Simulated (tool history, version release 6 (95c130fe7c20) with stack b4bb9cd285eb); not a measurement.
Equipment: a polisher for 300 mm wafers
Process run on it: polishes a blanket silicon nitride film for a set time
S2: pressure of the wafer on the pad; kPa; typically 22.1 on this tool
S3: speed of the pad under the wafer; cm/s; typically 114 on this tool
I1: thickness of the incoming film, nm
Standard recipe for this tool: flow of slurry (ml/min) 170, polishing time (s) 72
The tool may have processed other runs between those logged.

{"run": 1, "hour": 0.0, "flow of slurry (ml/min)": 155, "S2": 22.1, "S3": 114, "polishing time (s)": 65, "I1": 401.9, "film removed (Å)": 1199}
{"hour": 47.1, "done": "worn pad replaced by a new one"}
{"run": 2, "hour": 70.6, "flow of slurry (ml/min)": 170, "S2": 22.1, "S3": 114, "polishing time (s)": 59, "I1": 407.6, "film removed (Å)": 1168}
{"hour": 87.7, "done": "head pressure recalibrated"}
{"run": 3, "hour": 127.0, "flow of slurry (ml/min)": 170, "S2": 22.1, "S3": 114, "polishing time (s)": 59, "I1": 392.7, "film removed (Å)": 1132}
{"run": 4, "hour": 170.2, "flow of slurry (ml/min)": 170, "S2": 22.1, "S3": 114, "polishing time (s)": 63, "I1": 404.6, "film removed (Å)": 1223}
{"hour": 194.0, "done": "slurry nozzle cleaned"}
{"run": 5, "hour": 234.9, "flow of slurry (ml/min)": 170, "S2": 22.1, "S3": 114, "polishing time (s)": 72, "I1": 403.4, "film removed (Å)": 1386}
{"run": 6, "hour": 297.8, "flow of slurry (ml/min)": 170, "S2": 17.9, "S3": 102, "polishing time (s)": 72, "I1": 399.3, "film removed (Å)": 991}
{"hour": 359.7, "done": "worn pad replaced by a new one"}
{"run": 7, "hour": 366.4, "flow of slurry (ml/min)": 170, "S2": 17.9, "S3": 102, "polishing time (s)": 72, "I1": 395.3, "film removed (Å)": 937}
{"run": 8, "hour": 390.9, "flow of slurry (ml/min)": 170, "S2": 22.1, "S3": 114, "polishing time (s)": 72, "I1": 398.6, "film removed (Å)": 1271}
{"run": 9, "hour": 536.5, "flow of slurry (ml/min)": 170, "S2": 22.1, "S3": 114, "polishing time (s)": 72, "I1": 395.9, "film removed (Å)": 1245}
{"hour": 550.5, "done": "slurry nozzle cleaned"}
{"run": 10, "hour": 564.0, "flow of slurry (ml/min)": 170, "S2": 22.1, "S3": 114, "polishing time (s)": 72, "I1": 406.7, "film removed (Å)": 1192}
{"hour": 575.2, "done": "worn pad replaced by a new one, repeated, since the last time left the tool worse"}
{"run": 11, "hour": 752.3, "flow of slurry (ml/min)": 170, "S2": 22.1, "S3": 114, "polishing time (s)": 83, "I1": 398.1, "film removed (Å)": 1567}
{"run": 12, "hour": 800.1, "flow of slurry (ml/min)": 210, "S2": 26.9, "S3": 114, "polishing time (s)": 72, "I1": 397.8, "film removed (Å)": 1722}
{"run": 13, "hour": 844.6, "flow of slurry (ml/min)": 210, "S2": 26.9, "S3": 114, "polishing time (s)": 72, "I1": 397.1, "film removed (Å)": 1696}
{"run": 14, "hour": 896.7, "flow of slurry (ml/min)": 170, "S2": 22.1, "S3": 114, "polishing time (s)": 72, "I1": 399.8, "film removed (Å)": 1323}
{"hour": 902.3, "done": "head pressure recalibrated"}
{"hour": 903.7, "done": "slurry nozzle cleaned"}
{"hour": 908.1, "done": "worn pad replaced by a new one"}
{"run": 15, "hour": 925.2, "flow of slurry (ml/min)": 170, "S2": 22.1, "S3": 74, "polishing time (s)": 72, "I1": 401, "film removed (Å)": 1008}
{"run": 16, "hour": 972.4, "flow of slurry (ml/min)": 170, "S2": 22.1, "S3": 114, "polishing time (s)": 72, "I1": 398.5, "film removed (Å)": 1394}
{"run": 17, "hour": 1014.2, "flow of slurry (ml/min)": 170, "S2": 15.9, "S3": 114, "polishing time (s)": 48, "I1": 397.4, "film removed (Å)": 653}
{"run": 18, "hour": 1064.7, "flow of slurry (ml/min)": 170, "S2": 17.9, "S3": 114, "polishing time (s)": 53, "I1": 396.9, "film removed (Å)": 821}
{"run": 19, "hour": 1120.6, "flow of slurry (ml/min)": 170, "S2": 24.8, "S3": 114, "polishing time (s)": 72, "I1": 401.5, "film removed (Å)": 1522}
{"run": 20, "hour": 1172.4, "flow of slurry (ml/min)": 120, "S2": 22.1, "S3": 146, "polishing time (s)": 72, "I1": 395.9, "film removed (Å)": 1509}
{"hour": 1185.6, "done": "slurry nozzle cleaned"}
{"hour": 1201.6, "done": "worn pad replaced by a new one"}
{"run": 21, "hour": 1232.6, "flow of slurry (ml/min)": 150, "S2": 22.1, "S3": 114, "polishing time (s)": 72, "I1": 398.5, "film removed (Å)": 1384}
{"run": 22, "hour": 1257.5, "flow of slurry (ml/min)": 230, "S2": 29, "S3": 130, "polishing time (s)": 60, "I1": 396.1, "film removed (Å)": 1781}
{"run": 23, "hour": 1325.8, "flow of slurry (ml/min)": 170, "S2": 28.3, "S3": 114, "polishing time (s)": 72, "I1": 399.9, "film removed (Å)": 1771}
{"run": 24, "hour": 1360.6, "flow of slurry (ml/min)": 170, "S2": 22.1, "S3": 126, "polishing time (s)": 72, "I1": 400, "film removed (Å)": 1499}
{"run": 25, "hour": 1472.0, "flow of slurry (ml/min)": 170, "S2": 17.9, "S3": 114, "polishing time (s)": 86, "I1": 401.4, "film removed (Å)": 1295}
{"hour": 1494.2, "done": "worn pad replaced by a new one"}
{"hour": 1514.0, "done": "slurry nozzle cleaned"}
{"run": 26, "hour": 1535.8, "flow of slurry (ml/min)": 170, "S2": 22.1, "S3": 114, "polishing time (s)": 72, "I1": 398.5, "film removed (Å)": 1394}
{"run": 27, "hour": 1570.6, "flow of slurry (ml/min)": 185, "S2": 22.1, "S3": 114, "polishing time (s)": 58, "I1": 401.4, "film removed (Å)": 1159}

Each row is a separate what-if for the run after 27, all from the same tool condition, not one after another. Results?
{"run": "A", "hour": 1571.1, "flow of slurry (ml/min)": 170, "S2": 22.1, "S3": 114, "polishing time (s)": 87, "I1": 397, "film removed (Å)": "?"}
{"run": "B", "hour": 1571.1, "flow of slurry (ml/min)": 135, "S2": 22.1, "S3": 98, "polishing time (s)": 96, "I1": 397, "film removed (Å)": "?"}
{"run": "C", "hour": 1571.1, "flow of slurry (ml/min)": 170, "S2": 29, "S3": 90, "polishing time (s)": 72, "I1": 397, "film removed (Å)": "?"}

run=A film_removed_(Å)=1679
run=B film_removed_(Å)=1582
run=C film_removed_(Å)=1510
What these runs would have given with no unlogged condition in the tool:
run=A film_removed_(Å)=1719
run=B film_removed_(Å)=1620
run=C film_removed_(Å)=1545

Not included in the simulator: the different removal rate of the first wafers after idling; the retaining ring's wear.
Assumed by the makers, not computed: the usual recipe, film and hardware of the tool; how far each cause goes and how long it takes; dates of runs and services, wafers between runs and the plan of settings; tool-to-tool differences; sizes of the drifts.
